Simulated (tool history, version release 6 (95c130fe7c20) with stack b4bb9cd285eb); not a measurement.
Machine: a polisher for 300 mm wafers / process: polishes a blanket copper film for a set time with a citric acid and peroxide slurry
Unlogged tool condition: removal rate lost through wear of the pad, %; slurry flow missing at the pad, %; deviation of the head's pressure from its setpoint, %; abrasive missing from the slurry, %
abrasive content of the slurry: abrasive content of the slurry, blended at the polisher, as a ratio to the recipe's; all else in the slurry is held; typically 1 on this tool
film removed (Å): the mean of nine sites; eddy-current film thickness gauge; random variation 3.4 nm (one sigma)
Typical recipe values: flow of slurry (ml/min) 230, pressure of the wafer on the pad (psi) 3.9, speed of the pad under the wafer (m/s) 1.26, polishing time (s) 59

run	hour	flow of slurry (ml/min)	pressure of the wafer on the pad (psi)	speed of the pad under the wafer (m/s)	abrasive content of the slurry	polishing time (s)	wafers since the last listed run	wafers polished on this pad	hours since the slurry nozzle was cleaned	hours since the head pressure was calibrated	hours since the slurry blender was calibrated	incoming thickness of the incoming film, nm	film removed (Å)
1	0	230	3.9	1.26	1	59	0	1901	152.9	922.6	155.4	954.4	2327
2	26.6	230	5	1.26	1	59	222	2124	179.5	949.2	182	968.1	2894
# hour 88.8: worn pad replaced by a new one
3	95.5	230	5	1.26	1	59	543	56	248.4	1018.1	250.9	976.8	2896
4	126.3	230	3.9	1.26	1	59	258	314	279.2	1048.9	281.7	964.9	2309
5	151.2	230	3.9	1.26	1	59	208	523	304.1	1073.8	306.6	954.1	2314
6	191.5	230	3.9	1.06	1	43	337	860	344.4	1114.1	346.9	956.1	1453
# hour 202.2: slurry blender recalibrated
7	239.2	230	3.9	1.1	1	59	383	1243	392.1	1161.8	37	973.8	2059
8	299.4	230	3.9	1.1	1	59	504	1748	452.3	1222	97.2	946.8	2001
9	335.6	230	3.9	1.1	1	59	303	2051	488.5	1258.2	133.4	955.2	2017
# hour 366.1: slurry nozzle cleaned
10	366.6	230	2.8	1.26	1	59	251	2303	0.5	1289.2	164.4	949.6	1704
11	407.8	230	2.8	1.26	1	59	345	2648	41.7	1330.4	205.6	964.6	1753
# hour 413.4: worn pad replaced by a new one
12	441.6	230	2.8	1.26	1	59	249	236	75.5	1364.2	239.4	953.4	1664
13	494.7	250	3.9	1.4	0.8	39	445	681	128.6	1417.3	292.5	976.9	1587
# hour 504.4: head pressure recalibrated
# hour 517.8: slurry blender recalibrated
14	543.1	230	5.2	1.26	1	59	372	1053	177	38.7	25.3	958.6	3218
15	587.8	230	4.5	1.06	1	59	374	1428	221.7	83.4	70	959.6	2418
16	632.3	230	3.9	1.26	1	59	372	1801	266.2	127.9	114.5	949.5	2469
17	693.5	165	3.3	1.04	1	59	512	2314	327.4	189.1	175.7	960.5	1713
# hour 731.8: worn pad replaced by a new one
18	732.3	290	5.2	1.26	1	59	291	3	366.2	227.9	214.5	958.4	3205
19	754.9	230	3.9	0.88	1	59	189	193	388.8	250.5	237.1	967.5	1791
# hour 761.7: slurry nozzle cleaned
# hour 821.4: slurry blender recalibrated
20	822	230	4.3	1.1	1	59	537	730	60.3	317.6	0.6	954.5	2344
21	866.5	230	3.4	1.66	0.9	51	372	1103	104.8	362.1	45.1	974.2	2416
22	912.4	275	3.9	1.26	0.8	78	384	1488	150.7	408	91	945	3140
23	936.6	230	2.8	1.26	1	59	202	1691	174.9	432.2	115.2	955.3	1846
24	972.5	230	2.8	1.26	1	59	300	1991	210.8	468.1	151.1	961.4	1827
25	1021.4	260	3.9	1.12	1.25	48	409	2401	259.7	517	200	953.8	1831
# hour 1030: worn pad replaced by a new one
26	1048.3	230	3.9	1.06	1	43	191	153	286.6	543.9	226.9	949.1	1497
27	1101.2	230	3.9	1.52	1	59	443	596	339.5	596.8	279.8	955.2	2814
28	1129.7	295	3.9	1.54	1	65	238	835	368	625.3	308.3	967.4	3132
# hour 1155.6: slurry blender recalibrated
# hour 1161.9: slurry nozzle cleaned
29	1217.5	260	3.9	1	1	59	710	1546	55.6	713.1	61.9	959.6	1968
30	1288.6	230	3.4	1.26	1	52	595	2142	126.7	784.2	133	957.9	1866
# hour 1336.4: worn pad replaced by a new one
31	1350.6	230	3.9	1	1.1	39	486	118	188.7	846.2	195	963.2	1258

3 ways to go on from here, each from the tool as it stands after run 31. What would each give?
A	1351	230	3.9	1.26	1.2	59	3	122	189.1	846.6	195.4	967.2	?
B	1351	295	2.5	1.58	1.15	59	3	122	189.1	846.6	195.4	967.2	?
C	1351	230	5.1	1.26	1.1	59	3	122	189.1	846.6	195.4	967.2	?

run	film removed (Å)
A	2441
B	2113
C	3037
With no hidden state in the tool, these same runs would have given:
run	film removed (Å)
A	2615
B	2264
C	3254
